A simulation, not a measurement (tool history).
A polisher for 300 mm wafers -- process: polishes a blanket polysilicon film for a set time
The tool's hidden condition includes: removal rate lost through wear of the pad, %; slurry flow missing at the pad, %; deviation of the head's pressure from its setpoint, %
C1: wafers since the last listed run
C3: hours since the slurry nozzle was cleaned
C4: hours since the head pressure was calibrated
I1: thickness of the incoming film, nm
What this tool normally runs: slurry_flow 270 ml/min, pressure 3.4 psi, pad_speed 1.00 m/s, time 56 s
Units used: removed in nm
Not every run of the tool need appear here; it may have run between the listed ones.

{"run": 1, "hour": 0.0, "slurry_flow": 215, "pressure": 3.4, "pad_speed": 1.0, "time": 56, "C1": 0, "wafers polished on this pad": 310, "C3": 579.7, "C4": 277.2, "I1": 1594.5, "removed": 498.7}
{"run": 2, "hour": 9.1, "slurry_flow": 215, "pressure": 3.4, "pad_speed": 1.0, "time": 56, "C1": 69, "wafers polished on this pad": 379, "C3": 588.8, "C4": 286.3, "I1": 1604.4, "removed": 501.0}
{"run": 3, "hour": 25.7, "slurry_flow": 270, "pressure": 3.4, "pad_speed": 1.0, "time": 56, "C1": 126, "wafers polished on this pad": 505, "C3": 605.4, "C4": 302.9, "I1": 1619.0, "removed": 499.9}
{"run": 4, "hour": 33.6, "slurry_flow": 270, "pressure": 3.4, "pad_speed": 1.0, "time": 56, "C1": 60, "wafers polished on this pad": 565, "C3": 613.3, "C4": 310.8, "I1": 1604.9, "removed": 506.9}
{"run": 5, "hour": 44.6, "slurry_flow": 270, "pressure": 3.4, "pad_speed": 1.0, "time": 56, "C1": 83, "wafers polished on this pad": 649, "C3": 624.3, "C4": 321.8, "I1": 1589.7, "removed": 506.7}
{"run": 6, "hour": 55.0, "slurry_flow": 210, "pressure": 3.4, "pad_speed": 1.12, "time": 56, "C1": 79, "wafers polished on this pad": 728, "C3": 634.7, "C4": 332.2, "I1": 1572.3, "removed": 546.0}
{"hour": 62.7, "done": "worn pad replaced by a new one"}
{"run": 7, "hour": 63.2, "slurry_flow": 210, "pressure": 3.4, "pad_speed": 1.12, "time": 56, "C1": 31, "wafers polished on this pad": 3, "C3": 642.9, "C4": 340.4, "I1": 1605.5, "removed": 534.5}
{"run": 8, "hour": 73.9, "slurry_flow": 210, "pressure": 3.4, "pad_speed": 1.12, "time": 56, "C1": 81, "wafers polished on this pad": 84, "C3": 653.6, "C4": 351.1, "I1": 1592.4, "removed": 530.7}
{"run": 9, "hour": 82.9, "slurry_flow": 270, "pressure": 3.4, "pad_speed": 1.0, "time": 56, "C1": 68, "wafers polished on this pad": 153, "C3": 662.6, "C4": 360.1, "I1": 1592.7, "removed": 499.6}
{"run": 10, "hour": 99.4, "slurry_flow": 270, "pressure": 3.4, "pad_speed": 1.0, "time": 56, "C1": 125, "wafers polished on this pad": 278, "C3": 679.1, "C4": 376.6, "I1": 1581.2, "removed": 493.7}
{"run": 11, "hour": 106.5, "slurry_flow": 270, "pressure": 3.4, "pad_speed": 1.0, "time": 56, "C1": 53, "wafers polished on this pad": 332, "C3": 686.2, "C4": 383.7, "I1": 1590.8, "removed": 490.8}
{"run": 12, "hour": 118.7, "slurry_flow": 270, "pressure": 3.4, "pad_speed": 1.0, "time": 56, "C1": 92, "wafers polished on this pad": 425, "C3": 698.4, "C4": 395.9, "I1": 1568.6, "removed": 487.5}
{"run": 13, "hour": 128.2, "slurry_flow": 270, "pressure": 3.4, "pad_speed": 1.0, "time": 56, "C1": 72, "wafers polished on this pad": 497, "C3": 707.9, "C4": 405.4, "I1": 1606.9, "removed": 488.4}
{"hour": 136.4, "done": "slurry nozzle cleaned"}
{"run": 14, "hour": 139.8, "slurry_flow": 270, "pressure": 3.4, "pad_speed": 1.0, "time": 56, "C1": 80, "wafers polished on this pad": 578, "C3": 3.4, "C4": 417.0, "I1": 1575.2, "removed": 518.9}
{"run": 15, "hour": 146.2, "slurry_flow": 350, "pressure": 3.4, "pad_speed": 1.0, "time": 56, "C1": 48, "wafers polished on this pad": 626, "C3": 9.8, "C4": 423.4, "I1": 1600.1, "removed": 517.5}
{"run": 16, "hour": 164.1, "slurry_flow": 270, "pressure": 3.4, "pad_speed": 1.0, "time": 56, "C1": 136, "wafers polished on this pad": 762, "C3": 27.7, "C4": 441.3, "I1": 1593.8, "removed": 511.1}
{"hour": 174.9, "done": "worn pad replaced by a new one"}
{"run": 17, "hour": 175.4, "slurry_flow": 270, "pressure": 3.4, "pad_speed": 1.0, "time": 64, "C1": 55, "wafers polished on this pad": 3, "C3": 39.0, "C4": 452.6, "I1": 1588.9, "removed": 588.7}
{"run": 18, "hour": 188.7, "slurry_flow": 270, "pressure": 3.4, "pad_speed": 1.3, "time": 56, "C1": 101, "wafers polished on this pad": 104, "C3": 52.3, "C4": 465.9, "I1": 1600.3, "removed": 642.3}
{"run": 19, "hour": 198.3, "slurry_flow": 215, "pressure": 4.2, "pad_speed": 1.1, "time": 37, "C1": 72, "wafers polished on this pad": 177, "C3": 61.9, "C4": 475.5, "I1": 1620.0, "removed": 438.9}
{"run": 20, "hour": 208.4, "slurry_flow": 270, "pressure": 3.4, "pad_speed": 1.0, "time": 70, "C1": 76, "wafers polished on this pad": 254, "C3": 72.0, "C4": 485.6, "I1": 1629.9, "removed": 639.5}
{"run": 21, "hour": 215.3, "slurry_flow": 270, "pressure": 3.4, "pad_speed": 1.0, "time": 56, "C1": 52, "wafers polished on this pad": 306, "C3": 78.9, "C4": 492.5, "I1": 1578.9, "removed": 506.5}
{"run": 22, "hour": 231.7, "slurry_flow": 235, "pressure": 4.2, "pad_speed": 1.0, "time": 67, "C1": 124, "wafers polished on this pad": 431, "C3": 95.3, "C4": 508.9, "I1": 1631.3, "removed": 726.8}
{"run": 23, "hour": 245.1, "slurry_flow": 295, "pressure": 3.4, "pad_speed": 1.0, "time": 64, "C1": 101, "wafers polished on this pad": 533, "C3": 108.7, "C4": 522.3, "I1": 1605.8, "removed": 577.1}
{"hour": 251.6, "done": "head pressure recalibrated"}
{"run": 24, "hour": 258.0, "slurry_flow": 270, "pressure": 3.4, "pad_speed": 1.0, "time": 56, "C1": 82, "wafers polished on this pad": 616, "C3": 121.6, "C4": 6.4, "I1": 1610.1, "removed": 545.1}
{"run": 25, "hour": 268.5, "slurry_flow": 270, "pressure": 4.3, "pad_speed": 1.0, "time": 56, "C1": 79, "wafers polished on this pad": 696, "C3": 132.1, "C4": 16.9, "I1": 1617.4, "removed": 676.5}
{"run": 26, "hour": 285.1, "slurry_flow": 270, "pressure": 3.4, "pad_speed": 1.0, "time": 42, "C1": 126, "wafers polished on this pad": 822, "C3": 148.7, "C4": 33.5, "I1": 1573.0, "removed": 410.3}
{"hour": 302.8, "done": "worn pad replaced by a new one"}
{"run": 27, "hour": 303.3, "slurry_flow": 270, "pressure": 3.4, "pad_speed": 1.0, "time": 56, "C1": 107, "wafers polished on this pad": 3, "C3": 166.9, "C4": 51.7, "I1": 1575.2, "removed": 547.2}
{"run": 28, "hour": 317.4, "slurry_flow": 270, "pressure": 4.5, "pad_speed": 1.32, "time": 56, "C1": 107, "wafers polished on this pad": 110, "C3": 181.0, "C4": 65.8, "I1": 1598.3, "removed": 896.5}
{"run": 29, "hour": 324.4, "slurry_flow": 270, "pressure": 3.4, "pad_speed": 1.0, "time": 62, "C1": 53, "wafers polished on this pad": 164, "C3": 188.0, "C4": 72.8, "I1": 1605.2, "removed": 593.6}
{"run": 30, "hour": 340.9, "slurry_flow": 270, "pressure": 3.4, "pad_speed": 1.0, "time": 56, "C1": 125, "wafers polished on this pad": 289, "C3": 204.5, "C4": 89.3, "I1": 1600.3, "removed": 540.0}
{"run": 31, "hour": 351.9, "slurry_flow": 270, "pressure": 3.4, "pad_speed": 1.16, "time": 67, "C1": 83, "wafers polished on this pad": 373, "C3": 215.5, "C4": 100.3, "I1": 1597.1, "removed": 729.4}
{"run": 32, "hour": 363.4, "slurry_flow": 270, "pressure": 2.5, "pad_speed": 1.16, "time": 56, "C1": 87, "wafers polished on this pad": 460, "C3": 227.0, "C4": 111.8, "I1": 1616.1, "removed": 461.7}
{"run": 33, "hour": 376.3, "slurry_flow": 270, "pressure": 3.4, "pad_speed": 1.0, "time": 45, "C1": 98, "wafers polished on this pad": 558, "C3": 239.9, "C4": 124.7, "I1": 1570.9, "removed": 424.5}
{"run": 34, "hour": 392.1, "slurry_flow": 270, "pressure": 4.4, "pad_speed": 1.22, "time": 56, "C1": 120, "wafers polished on this pad": 678, "C3": 255.7, "C4": 140.5, "I1": 1614.5, "removed": 819.1}
{"run": 35, "hour": 409.5, "slurry_flow": 270, "pressure": 3.4, "pad_speed": 0.86, "time": 46, "C1": 132, "wafers polished on this pad": 810, "C3": 273.1, "C4": 157.9, "I1": 1587.5, "removed": 385.3}
{"hour": 415.0, "done": "worn pad replaced by a new one"}
{"run": 36, "hour": 421.0, "slurry_flow": 210, "pressure": 4.0, "pad_speed": 0.76, "time": 65, "C1": 57, "wafers polished on this pad": 45, "C3": 284.6, "C4": 169.4, "I1": 1607.6, "removed": 555.5}
{"run": 37, "hour": 429.3, "slurry_flow": 360, "pressure": 4.4, "pad_speed": 1.0, "time": 38, "C1": 63, "wafers polished on this pad": 108, "C3": 292.9, "C4": 177.7, "I1": 1608.9, "removed": 462.0}

4 ways to go on from here, each from the tool as it stands after run 37. What would each give?
{"run": "A", "hour": 429.7, "slurry_flow": 270, "pressure": 3.4, "pad_speed": 1.0, "time": 63, "C1": 3, "wafers polished on this pad": 111, "C3": 293.3, "C4": 178.1, "I1": 1604.1, "removed": "?"}
{"run": "B", "hour": 429.7, "slurry_flow": 195, "pressure": 3.8, "pad_speed": 1.0, "time": 71, "C1": 3, "wafers polished on this pad": 111, "C3": 293.3, "C4": 178.1, "I1": 1604.1, "removed": "?"}
{"run": "C", "hour": 429.7, "slurry_flow": 335, "pressure": 3.4, "pad_speed": 1.0, "time": 56, "C1": 3, "wafers polished on this pad": 111, "C3": 293.3, "C4": 178.1, "I1": 1604.1, "removed": "?"}
{"run": "D", "hour": 429.7, "slurry_flow": 270, "pressure": 3.9, "pad_speed": 1.0, "time": 56, "C1": 3, "wafers polished on this pad": 111, "C3": 293.3, "C4": 178.1, "I1": 1604.1, "removed": "?"}

run=A removed=606.9
run=B removed=735.9
run=C removed=548.6
run=D removed=612.2
Stripped of hidden state, with their random variation kept, the same runs would have yielded:
run=A removed=632.8
run=B removed=768.9
run=C removed=571.4
run=D removed=638.3
